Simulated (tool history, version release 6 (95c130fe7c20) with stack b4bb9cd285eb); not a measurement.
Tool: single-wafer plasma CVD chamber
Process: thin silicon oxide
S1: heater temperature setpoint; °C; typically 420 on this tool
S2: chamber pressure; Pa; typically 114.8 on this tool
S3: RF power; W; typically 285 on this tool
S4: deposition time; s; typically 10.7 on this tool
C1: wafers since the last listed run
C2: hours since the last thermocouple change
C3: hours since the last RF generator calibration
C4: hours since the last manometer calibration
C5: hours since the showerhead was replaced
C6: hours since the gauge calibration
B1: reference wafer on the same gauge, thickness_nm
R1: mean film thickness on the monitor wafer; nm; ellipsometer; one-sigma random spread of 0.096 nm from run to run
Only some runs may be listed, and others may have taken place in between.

run    hour   S1     S2   S3    S4    C1      C2      C3      C4      C5      C6      B1      R1
  1     0.0  420  114.8  285  10.7     0  1504.1     0.5  1769.9  6192.3   507.2  19.507  21.450
  2    72.0  420  114.8  285  10.7  1809  1576.1    72.5  1841.9  6264.3   579.2  19.488  21.443
  3   137.2  420  114.8  285  10.7  1638  1641.3   137.7  1907.1  6329.5   644.4  19.497  21.390
  4   243.8  430  114.8  285  10.7  2679  1747.9   244.3  2013.7  6436.1   751.0  19.494  21.094
      271.9  -- capacitance manometer re-zeroed and calibrated
  5   324.0  430  114.8  285  10.7  1814  1828.1   324.5    52.1  6516.3   831.2  19.476  21.154
  6   412.3  430  114.8  285  10.7  2219  1916.4   412.8   140.4  6604.6   919.5  19.499  20.998
      433.4  -- thermocouple changed; heater temperature recalibrated
  7   473.9  420  114.8  285  10.7  1347    40.5   474.4   202.0  6666.2   981.1  19.498  21.056
  8   561.4  420  132.8  310  12.7  2199   128.0   561.9   289.5  6753.7  1068.6  19.502  29.542
  9   615.6  420  106.1  285   8.9  1362   182.2   616.1   343.7  6807.9  1122.8  19.498  16.072
 10   697.9  420  114.8  260  10.7  2068   264.5   698.4   426.0  6890.2  1205.1  19.497  20.027
 11   768.6  420  114.8  285  12.4  1776   335.2   769.1   496.7  6960.9  1275.8  19.491  24.143
 12   832.5  409  102.1  260  12.3  1605   399.1   833.0   560.6  7024.8  1339.7  19.485  20.427
      917.2  -- showerhead replaced, of another model than before
 13   939.4  420  114.8  250   9.3  2485   506.0   939.9   667.5    22.2  1446.6  19.514  17.478
 14  1043.3  420  132.9  285  12.3  2611   609.9  1043.8   771.4   126.1  1550.5  19.496  26.618
 15  1133.4  420  114.8  250   8.7  2264   700.0  1133.9   861.5   216.2  1640.6  19.494  16.310
 16  1223.6  424   90.5  330  12.7  2266   790.2  1224.1   951.7   306.4  1730.8  19.504  21.948
 17  1267.6  409  131.5  245   8.8  1105   834.2  1268.1   995.7   350.4  1774.8  19.536  18.104
     1294.7  -- gauge calibrated
 18  1357.1  420  114.8  285  10.7  2249   923.7  1357.6  1085.2   439.9    62.4  19.494  20.884
 19  1450.7  424   92.0  320   8.8  2352  1017.3  1451.2  1178.8   533.5   156.0  19.520  15.250
 20  1525.3  420  114.8  285  10.7  1874  1091.9  1525.8  1253.4   608.1   230.6  19.488  21.056
 21  1616.3  420  114.8  285  10.7  2286  1182.9  1616.8  1344.4   699.1   321.6  19.497  20.961
 22  1670.2  409  102.1  260  12.3  1354  1236.8  1670.7  1398.3   753.0   375.5  19.552  21.614
 23  1750.7  410  134.7  285   8.9  2023  1317.3  1751.2  1478.8   833.5   456.0  19.539  19.601
 24  1802.2  420  114.8  250   8.7  1294  1368.8  1802.7  1530.3   885.0   507.5  19.524  16.333

For run 25, what comes out?
 25  1866.9  420  114.8  285  10.7  1626  1433.5  1867.4  1595.0  949.7  572.2   ?   ?

B1: 19.523
R1: 20.969 nm
The same run, on a tool lacking any hidden state, would have yielded R1 21.589 nm.

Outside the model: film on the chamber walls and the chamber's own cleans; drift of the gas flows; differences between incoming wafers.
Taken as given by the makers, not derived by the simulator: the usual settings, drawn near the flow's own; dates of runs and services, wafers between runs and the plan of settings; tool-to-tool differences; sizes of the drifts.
